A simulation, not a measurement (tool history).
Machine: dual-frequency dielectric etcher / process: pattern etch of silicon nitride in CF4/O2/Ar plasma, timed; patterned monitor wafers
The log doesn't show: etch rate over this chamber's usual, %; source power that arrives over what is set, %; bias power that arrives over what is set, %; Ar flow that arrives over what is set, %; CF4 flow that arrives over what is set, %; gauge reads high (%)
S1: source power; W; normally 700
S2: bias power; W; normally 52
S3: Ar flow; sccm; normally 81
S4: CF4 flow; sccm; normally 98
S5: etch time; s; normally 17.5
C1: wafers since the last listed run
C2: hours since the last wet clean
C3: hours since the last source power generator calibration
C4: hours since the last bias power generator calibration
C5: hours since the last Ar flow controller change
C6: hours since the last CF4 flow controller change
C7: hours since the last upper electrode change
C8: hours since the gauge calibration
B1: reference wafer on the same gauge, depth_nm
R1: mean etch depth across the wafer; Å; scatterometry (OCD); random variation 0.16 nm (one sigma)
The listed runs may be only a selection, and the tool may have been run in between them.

run	hour	S1	S2	S3	S4	S5	C1	C2	C3	C4	C5	C6	C7	C8	B1	R1
1	0	700	52	97	98	17.5	0	373	264.7	6.2	238.8	166.1	1325.5	147.1	47.28	477.4
2	32.2	700	41	93	104	17.5	332	405.2	296.9	38.4	271	198.3	1357.7	179.3	47.4	453.1
3	82.3	700	48	65	98	17.5	517	455.3	347	88.5	321.1	248.4	1407.8	229.4	47.36	487.9
# hour 148.9: wet clean of the chamber
4	149.4	700	52	81	98	17.5	444	0.5	414.1	155.6	388.2	315.5	1474.9	296.5	47.39	485.3
5	169.2	700	52	81	98	19.5	204	20.3	433.9	175.4	408	335.3	1494.7	316.3	47.42	542.4
6	194.8	700	52	86	98	12.5	264	45.9	459.5	201	433.6	360.9	1520.3	341.9	47.39	344
7	245	700	52	81	87	16	518	96.1	509.7	251.2	483.8	411.1	1570.5	392.1	47.51	441.7
8	282.3	870	52	91	98	17.5	384	133.4	547	288.5	521.1	448.4	1607.8	429.4	47.46	602.2
9	334.5	580	44	81	98	22.5	538	185.6	599.2	340.7	573.3	500.6	1660	481.6	47.52	491.2
10	388.7	700	43	81	98	19.5	559	239.8	653.4	394.9	627.5	554.8	1714.2	535.8	47.61	518
11	454.1	700	52	81	98	17.5	674	305.2	718.8	460.3	692.9	620.2	1779.6	601.2	47.62	489
# hour 490.9: upper electrode replaced
12	496	700	52	81	98	17.5	184	347.1	760.7	502.2	734.8	662.1	5.1	643.1	47.7	488.9
13	565.2	870	52	81	98	17.5	714	416.3	829.9	571.4	804	731.3	74.3	712.3	47.74	611.3
14	609.6	750	52	81	112	16	458	460.7	874.3	615.8	848.4	775.7	118.7	756.7	47.75	489.2
15	660.8	700	42	81	98	17.5	528	511.9	925.5	667	899.6	826.9	169.9	807.9	47.84	465.2
16	690.2	700	44	88	119	17.5	303	541.3	954.9	696.4	929	856.3	199.3	837.3	47.89	476.6
# hour 723.5: wet clean of the chamber
17	757.5	700	52	68	98	17.5	446	34	1022.2	763.7	996.3	923.6	266.6	904.6	47.89	503.5
18	790	700	52	81	98	17.5	335	66.5	1054.7	796.2	1028.8	956.1	299.1	937.1	47.91	491.3
19	840	580	44	81	98	22.5	516	116.5	1104.7	846.2	1078.8	1006.1	349.1	987.1	47.97	493.6
20	874.2	700	52	81	98	17.5	352	150.7	1138.9	880.4	1113	1040.3	383.3	1021.3	47.93	495.7

5 ways to go on from here, each from the tool as it stands after run 20. What would each give?
A	874.6	700	52	81	77	17.5	4	151.1	1139.3	880.8	1113.4	1040.7	383.7	1021.7	?	?
B	874.6	610	52	81	74	17.5	4	151.1	1139.3	880.8	1113.4	1040.7	383.7	1021.7	?	?
C	874.6	870	64	94	98	22	4	151.1	1139.3	880.8	1113.4	1040.7	383.7	1021.7	?	?
D	874.6	700	47	81	98	17.5	4	151.1	1139.3	880.8	1113.4	1040.7	383.7	1021.7	?	?
E	874.6	750	52	81	106	17.5	4	151.1	1139.3	880.8	1113.4	1040.7	383.7	1021.7	?	?

run	B1	R1
A	47.92	480.2
B	47.92	412.8
C	47.92	804.7
D	47.92	479
E	47.92	532.7
Had the tool no hidden state, the same runs would have come out as:
run	R1
A	472.5
B	406.2
C	791.9
D	471.4
E	524.2
